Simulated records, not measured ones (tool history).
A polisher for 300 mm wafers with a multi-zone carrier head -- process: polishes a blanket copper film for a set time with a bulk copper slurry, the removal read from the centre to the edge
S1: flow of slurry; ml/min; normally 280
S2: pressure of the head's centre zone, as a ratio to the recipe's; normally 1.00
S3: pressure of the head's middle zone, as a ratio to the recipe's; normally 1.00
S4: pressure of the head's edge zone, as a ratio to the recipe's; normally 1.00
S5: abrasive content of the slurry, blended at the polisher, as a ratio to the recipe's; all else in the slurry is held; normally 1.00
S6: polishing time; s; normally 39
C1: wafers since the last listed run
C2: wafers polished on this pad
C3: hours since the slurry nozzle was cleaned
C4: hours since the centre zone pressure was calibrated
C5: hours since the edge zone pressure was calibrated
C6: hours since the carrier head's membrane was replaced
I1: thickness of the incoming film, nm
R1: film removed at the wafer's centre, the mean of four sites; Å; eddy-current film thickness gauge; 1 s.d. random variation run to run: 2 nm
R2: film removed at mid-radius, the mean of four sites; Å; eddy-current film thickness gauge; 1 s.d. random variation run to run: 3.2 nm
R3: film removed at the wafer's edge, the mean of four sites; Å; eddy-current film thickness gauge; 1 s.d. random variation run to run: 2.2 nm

run	hour	S1	S2	S3	S4	S5	S6	C1	C2	C3	C4	C5	C6	I1	R1	R2	R3
1	0.0	280	1.00	1.00	1.00	1.00	39	0	872	63.6	826.8	165.2	539.6	3673.5	2882	2875	2842
2	64.6	280	1.00	1.00	1.00	1.00	39	736	1608	128.2	891.4	229.8	604.2	3686.8	2876	2918	2845
3	89.0	280	1.05	0.97	1.00	1.00	39	277	1886	152.6	915.8	254.2	628.6	3707.7	3018	2838	2891
4	136.6	280	1.00	1.00	1.00	0.90	45	542	2428	200.2	963.4	301.8	676.2	3753.3	3251	3242	3243
# hour 142.2: carrier head's membrane replaced by a new one
# hour 182.6: centre zone pressure recalibrated
5	187.4	280	1.00	1.00	1.00	1.00	39	499	2927	251.0	4.8	352.6	45.2	3638.6	2902	2942	2852
# hour 213.4: edge zone pressure recalibrated
6	217.9	280	1.04	1.00	1.12	0.75	39	324	3252	281.5	35.3	4.5	75.7	3777.7	2870	2758	2847
7	261.6	280	1.05	1.00	1.00	0.90	50	497	3750	325.2	79.0	48.2	119.4	3774.6	3815	3612	3588
# hour 310.9: worn pad replaced by a new one
8	325.1	280	1.00	1.07	1.00	1.00	31	677	161	388.7	142.5	111.7	182.9	3706.9	2290	2421	2254
9	373.0	280	1.00	0.92	1.00	1.00	39	545	707	436.6	190.4	159.6	230.8	3730.5	2890	2747	2866
10	421.1	280	1.00	1.00	1.00	1.00	39	548	1255	484.7	238.5	207.7	278.9	3766.1	2872	2903	2842
11	461.6	250	1.00	1.00	1.00	1.00	31	461	1716	525.2	279.0	248.2	319.4	3709.6	2271	2280	2265
# hour 499.3: slurry nozzle cleaned
12	524.0	280	1.00	1.00	1.00	1.00	39	699	2416	24.7	341.4	310.6	381.8	3702.3	2875	2926	2891
# hour 568.9: edge zone pressure recalibrated
13	569.4	230	1.00	1.00	1.00	1.00	39	494	2910	70.1	386.8	0.5	427.2	3693.5	2814	2825	2800
14	623.4	250	1.05	1.00	1.00	1.10	39	615	3525	124.1	440.8	54.5	481.2	3691.3	3048	2875	2876
# hour 659.8: worn pad replaced by a new one
15	689.1	280	1.00	1.00	1.00	1.00	39	702	333	189.8	506.5	120.2	546.9	3655.2	2878	2865	2874
16	723.6	280	1.06	1.08	1.00	1.00	47	393	726	224.3	541.0	154.7	581.4	3753.3	3723	3710	3465
17	769.1	245	1.11	1.00	1.00	1.00	39	518	1245	269.8	586.5	200.2	626.9	3702.1	3155	2871	2807
# hour 801.0: carrier head's membrane replaced by a new one
18	801.5	280	1.00	0.89	1.00	1.00	39	312	1557	302.2	618.9	232.6	0.5	3704.5	2884	2635	2867
19	831.4	280	1.03	1.00	1.00	1.15	39	340	1898	332.1	648.8	262.5	30.4	3713.4	3042	2971	2966
20	890.8	280	1.00	1.00	1.00	1.00	39	676	2574	391.5	708.2	321.9	89.8	3652.5	2851	2865	2866
# hour 931.4: edge zone pressure recalibrated
21	931.9	350	1.08	1.00	1.00	1.00	34	445	3020	432.6	749.3	0.5	130.9	3643.7	2802	2577	2509
22	982.0	280	0.95	1.00	0.93	1.00	39	570	3591	482.7	799.4	50.6	181.0	3719.3	2763	2904	2779

Below are 3 alternative next runs, each starting from the tool's condition after run 22. Predict each:
A	982.4	280	1.00	1.00	1.00	0.90	39	4	3595	483.1	799.8	51.0	181.4	3733.8	?	?	?
B	982.4	280	1.08	1.00	0.95	1.10	47	4	3595	483.1	799.8	51.0	181.4	3733.8	?	?	?
C	982.4	315	1.00	1.00	1.00	0.80	39	4	3595	483.1	799.8	51.0	181.4	3733.8	?	?	?

run	R1	R2	R3
A	2840	2868	2821
B	3849	3595	3452
C	2813	2837	2782
Stripped of hidden state, with their random variation kept, the same runs would have yielded:
run	R1	R2	R3
A	2840	2868	2821
B	3849	3595	3452
C	2813	2837	2782
